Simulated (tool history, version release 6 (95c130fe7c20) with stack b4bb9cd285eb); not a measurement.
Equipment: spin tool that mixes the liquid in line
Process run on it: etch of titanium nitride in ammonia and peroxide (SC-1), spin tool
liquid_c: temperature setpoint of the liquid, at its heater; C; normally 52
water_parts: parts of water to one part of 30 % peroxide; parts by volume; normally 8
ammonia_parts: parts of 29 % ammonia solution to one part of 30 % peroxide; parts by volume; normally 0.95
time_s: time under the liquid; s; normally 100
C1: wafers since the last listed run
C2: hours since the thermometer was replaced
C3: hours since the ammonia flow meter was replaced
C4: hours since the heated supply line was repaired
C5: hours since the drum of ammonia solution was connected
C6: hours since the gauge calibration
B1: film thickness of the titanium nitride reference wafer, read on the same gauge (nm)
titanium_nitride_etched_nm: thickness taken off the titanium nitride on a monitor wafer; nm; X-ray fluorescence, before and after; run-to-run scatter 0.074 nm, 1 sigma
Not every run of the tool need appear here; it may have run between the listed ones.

run 1 hour=0 | liquid_c=56.5 water_parts=8 ammonia_parts=0.65 time_s=100 | C1=0 C2=1715.2 C3=1994.7 C4=3642.5 C5=49.1 C6=435 | B1=128.57 | titanium_nitride_etched_nm=14.27
run 2 hour=21.1 | liquid_c=56.5 water_parts=8 ammonia_parts=0.65 time_s=100 | C1=237 C2=1736.3 C3=2015.8 C4=3663.6 C5=70.2 C6=456.1 | B1=128.43 | titanium_nitride_etched_nm=14.13
run 3 hour=45.7 | liquid_c=56.5 water_parts=8 ammonia_parts=0.65 time_s=100 | C1=276 C2=1760.9 C3=2040.4 C4=3688.2 C5=94.8 C6=480.7 | B1=128.24 | titanium_nitride_etched_nm=14.2
run 4 hour=69.5 | liquid_c=52 water_parts=8 ammonia_parts=0.75 time_s=100 | C1=267 C2=1784.7 C3=2064.2 C4=3712 C5=118.6 C6=504.5 | B1=128.07 | titanium_nitride_etched_nm=10.7
run 5 hour=101.7 | liquid_c=52 water_parts=8 ammonia_parts=0.75 time_s=100 | C1=362 C2=1816.9 C3=2096.4 C4=3744.2 C5=150.8 C6=536.7 | B1=127.86 | titanium_nitride_etched_nm=10.43
run 6 hour=172.7 | liquid_c=52 water_parts=8 ammonia_parts=0.75 time_s=100 | C1=799 C2=1887.9 C3=2167.4 C4=3815.2 C5=221.8 C6=607.7 | B1=127.21 | titanium_nitride_etched_nm=10.49
run 7 hour=194.3 | liquid_c=52 water_parts=8 ammonia_parts=0.95 time_s=65 | C1=243 C2=1909.5 C3=2189 C4=3836.8 C5=243.4 C6=629.3 | B1=127.04 | titanium_nitride_etched_nm=7.05
-- hour=206.7 thermometer replaced
run 8 hour=215.8 | liquid_c=52 water_parts=8 ammonia_parts=0.95 time_s=100 | C1=230 C2=9.1 C3=2210.5 C4=3858.3 C5=264.9 C6=650.8 | B1=126.8 | titanium_nitride_etched_nm=11
run 9 hour=239.1 | liquid_c=52 water_parts=8 ammonia_parts=0.95 time_s=100 | C1=262 C2=32.4 C3=2233.8 C4=3881.6 C5=288.2 C6=674.1 | B1=126.61 | titanium_nitride_etched_nm=10.88
-- hour=248.9 gauge calibrated
run 10 hour=251.6 | liquid_c=52 water_parts=8 ammonia_parts=0.95 time_s=100 | C1=140 C2=44.9 C3=2246.3 C4=3894.1 C5=300.7 C6=2.7 | B1=129.61 | titanium_nitride_etched_nm=11
run 11 hour=277.3 | liquid_c=52 water_parts=8 ammonia_parts=0.95 time_s=100 | C1=289 C2=70.6 C3=2272 C4=3919.8 C5=326.4 C6=28.4 | B1=129.62 | titanium_nitride_etched_nm=11.16
-- hour=289.4 new drum of ammonia solution connected
run 12 hour=293.9 | liquid_c=52 water_parts=8 ammonia_parts=0.95 time_s=100 | C1=175 C2=87.2 C3=2288.6 C4=3936.4 C5=4.5 C6=45 | B1=129.59 | titanium_nitride_etched_nm=11.01
run 13 hour=326.3 | liquid_c=52 water_parts=9 ammonia_parts=0.95 time_s=100 | C1=364 C2=119.6 C3=2321 C4=3968.8 C5=36.9 C6=77.4 | B1=129.59 | titanium_nitride_etched_nm=10.56
-- hour=353.9 ammonia flow meter replaced
run 14 hour=355.7 | liquid_c=52 water_parts=8 ammonia_parts=1.2 time_s=115 | C1=319 C2=149 C3=1.8 C4=3998.2 C5=66.3 C6=106.8 | B1=129.56 | titanium_nitride_etched_nm=13.31
-- hour=380.9 heated supply line repaired
run 15 hour=383.6 | liquid_c=42.5 water_parts=12 ammonia_parts=0.95 time_s=100 | C1=302 C2=176.9 C3=29.7 C4=2.7 C5=94.2 C6=134.7 | B1=129.48 | titanium_nitride_etched_nm=4.58
run 16 hour=409.1 | liquid_c=52 water_parts=8 ammonia_parts=0.95 time_s=100 | C1=287 C2=202.4 C3=55.2 C4=28.2 C5=119.7 C6=160.2 | B1=129.45 | titanium_nitride_etched_nm=11.14
run 17 hour=441.4 | liquid_c=52 water_parts=8 ammonia_parts=0.95 time_s=100 | C1=363 C2=234.7 C3=87.5 C4=60.5 C5=152 C6=192.5 | B1=129.35 | titanium_nitride_etched_nm=11.1
run 18 hour=508.6 | liquid_c=56 water_parts=5 ammonia_parts=0.7 time_s=100 | C1=756 C2=301.9 C3=154.7 C4=127.7 C5=219.2 C6=259.7 | B1=129.14 | titanium_nitride_etched_nm=17.21
run 19 hour=529.5 | liquid_c=52 water_parts=8 ammonia_parts=0.55 time_s=65 | C1=235 C2=322.8 C3=175.6 C4=148.6 C5=240.1 C6=280.6 | B1=129.04 | titanium_nitride_etched_nm=6.58
run 20 hour=542.5 | liquid_c=47.5 water_parts=8 ammonia_parts=1.1 time_s=45 | C1=146 C2=335.8 C3=188.6 C4=161.6 C5=253.1 C6=293.6 | B1=128.99 | titanium_nitride_etched_nm=3.72
run 21 hour=570.8 | liquid_c=49.5 water_parts=8 ammonia_parts=0.95 time_s=70 | C1=318 C2=364.1 C3=216.9 C4=189.9 C5=281.4 C6=321.9 | B1=128.86 | titanium_nitride_etched_nm=6.48
run 22 hour=593.1 | liquid_c=59.5 water_parts=12 ammonia_parts=0.55 time_s=155 | C1=251 C2=386.4 C3=239.2 C4=212.2 C5=303.7 C6=344.2 | B1=128.76 | titanium_nitride_etched_nm=21.29
run 23 hour=609.4 | liquid_c=58.5 water_parts=9.5 ammonia_parts=1.1 time_s=135 | C1=183 C2=402.7 C3=255.5 C4=228.5 C5=320 C6=360.5 | B1=128.65 | titanium_nitride_etched_nm=21.63
-- hour=639 new drum of ammonia solution connected
run 24 hour=639.5 | liquid_c=52 water_parts=8 ammonia_parts=0.95 time_s=100 | C1=327 C2=432.8 C3=285.6 C4=258.6 C5=0.5 C6=390.6 | B1=128.49 | titanium_nitride_etched_nm=11.14

Each run again, without the hidden state but with its own random variation kept:
Hidden state present: liquid colder than its thermometer reads (K); ammonia flow above the setpoint (%); temperature lost on the way to the wafer (K); ammonia solution weaker than its label (%); gauge reads high (%).
run=1 titanium_nitride_etched_nm=14.42
run=2 titanium_nitride_etched_nm=14.3
run=3 titanium_nitride_etched_nm=14.39
run=4 titanium_nitride_etched_nm=10.86
run=5 titanium_nitride_etched_nm=10.61
run=6 titanium_nitride_etched_nm=10.72
run=7 titanium_nitride_etched_nm=7.22
run=8 titanium_nitride_etched_nm=11.28
run=9 titanium_nitride_etched_nm=11.17
run=10 titanium_nitride_etched_nm=11.03
run=11 titanium_nitride_etched_nm=11.19
run=12 titanium_nitride_etched_nm=11.05
run=13 titanium_nitride_etched_nm=10.6
run=14 titanium_nitride_etched_nm=13.35
run=15 titanium_nitride_etched_nm=4.6
run=16 titanium_nitride_etched_nm=11.19
run=17 titanium_nitride_etched_nm=11.15
run=18 titanium_nitride_etched_nm=17.32
run=19 titanium_nitride_etched_nm=6.63
run=20 titanium_nitride_etched_nm=3.75
run=21 titanium_nitride_etched_nm=6.54
run=22 titanium_nitride_etched_nm=21.5
run=23 titanium_nitride_etched_nm=21.86
run=24 titanium_nitride_etched_nm=11.27
